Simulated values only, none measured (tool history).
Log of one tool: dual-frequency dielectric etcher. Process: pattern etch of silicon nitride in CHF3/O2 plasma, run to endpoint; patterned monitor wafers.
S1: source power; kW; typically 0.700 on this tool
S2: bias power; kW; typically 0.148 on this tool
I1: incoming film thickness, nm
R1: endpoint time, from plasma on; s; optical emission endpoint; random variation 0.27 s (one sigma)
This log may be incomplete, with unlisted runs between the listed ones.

Run 1, hour 0.0: usual settings but S1 0.740 kW; I1 62.7. Result: R1 41.0 s.
Run 2, hour 25.9: usual settings but S1 0.660 kW; I1 62.8. Result: R1 42.7 s.
Run 3, hour 51.2: usual settings; I1 63.1. Result: R1 41.7 s.
Run 4, hour 70.0: usual settings; I1 63.1. Result: R1 41.4 s.
Run 5, hour 151.8: usual settings but S1 0.600 kW; I1 62.9. Result: R1 43.5 s.
At hour 214.1: wet clean of the chamber.
Run 6, hour 222.2: usual settings but S1 0.650 kW; I1 62.9. Result: R1 42.9 s.
Run 7, hour 249.8: usual settings; I1 63.1. Result: R1 42.4 s.
Run 8, hour 277.3: usual settings; I1 62.7. Result: R1 42.1 s.
Run 9, hour 310.2: usual settings; I1 63.3. Result: R1 42.6 s.
Run 10, hour 336.6: usual settings; I1 62.9. Result: R1 41.2 s.
Run 11, hour 364.9: usual settings; I1 63.6. Result: R1 41.9 s.
Run 12, hour 384.1: usual settings but S1 0.610 kW, S2 0.125 kW; I1 61.8. Result: R1 45.6 s.
At hour 408.2: bias power generator calibrated.
Run 13, hour 415.5: usual settings but S1 0.610 kW, S2 0.125 kW; I1 62.9. Result: R1 46.2 s.
Run 14, hour 430.6: usual settings but S2 0.122 kW; I1 63.3. Result: R1 45.1 s.
Run 15, hour 445.6: usual settings but S2 0.119 kW; I1 63.3. Result: R1 45.2 s.
Run 16, hour 475.1: usual settings but S1 0.850 kW, S2 0.179 kW; I1 63.4. Result: R1 36.2 s.
At hour 522.4: upper electrode replaced.
Run 17, hour 522.9: usual settings but S1 0.800 kW, S2 0.113 kW; I1 63.1. Result: R1 43.2 s.
Run 18, hour 531.6: usual settings; I1 62.8. Result: R1 41.0 s.
At hour 563.4: source power generator calibrated.
At hour 565.0: wet clean of the chamber.
Run 19, hour 565.5: usual settings but S1 0.610 kW, S2 0.163 kW; I1 62.5. Result: R1 42.3 s.
Run 20, hour 582.1: usual settings but S1 0.630 kW, S2 0.115 kW; I1 62.7. Result: R1 47.3 s.
Run 21, hour 603.7: usual settings but S2 0.121 kW; I1 63.7. Result: R1 45.4 s.
Run 22, hour 622.2: usual settings but S1 0.530 kW, S2 0.135 kW; I1 62.7. Result: R1 47.0 s.
Run 23, hour 654.5: usual settings but S1 0.610 kW, S2 0.131 kW; I1 62.6. Result: R1 44.9 s.
Run 24, hour 679.5: usual settings; I1 62.8. Result: R1 41.3 s.
Run 25, hour 706.5: usual settings but S2 0.138 kW; I1 62.8. Result: R1 42.3 s.
Run 26, hour 719.4: usual settings but S1 0.800 kW; I1 63.1. Result: R1 39.0 s.
Run 27, hour 751.2: usual settings; I1 62.6. Result: R1 40.3 s.
Run 28, hour 778.1: usual settings but S1 0.850 kW, S2 0.178 kW; I1 62.2. Result: R1 36.0 s.
Run 29, hour 800.6: usual settings but S1 0.830 kW, S2 0.129 kW; I1 63.4. Result: R1 40.6 s.
Run 30, hour 824.1: usual settings but S1 0.770 kW, S2 0.184 kW; I1 63.6. Result: R1 36.6 s.
Run 31, hour 847.0: usual settings but S1 0.780 kW, S2 0.124 kW; I1 62.9. Result: R1 41.5 s.

Hidden state, per run?
source power that arrives over what is set, %: 0 at every run
bias power that arrives over what is set, %: 0 at every run
H1: etch rate over this chamber's usual, %
run      H1
  1    1.62
  2    1.91
  3     2.2
  4    2.41
  5    3.34
  6  0.0297
  7   0.342
  8   0.654
  9    1.03
 10    1.33
 11    1.65
 12    1.86
 13    2.22
 14    2.39
 15    2.56
 16     2.9
 17    3.44
 18    3.54
 19    1.16
 20    1.35
 21     1.6
 22    1.81
 23    2.17
 24    2.46
 25    2.76
 26    2.91
 27    3.27
 28    3.57
 29    3.83
 30    4.09
 31    4.35
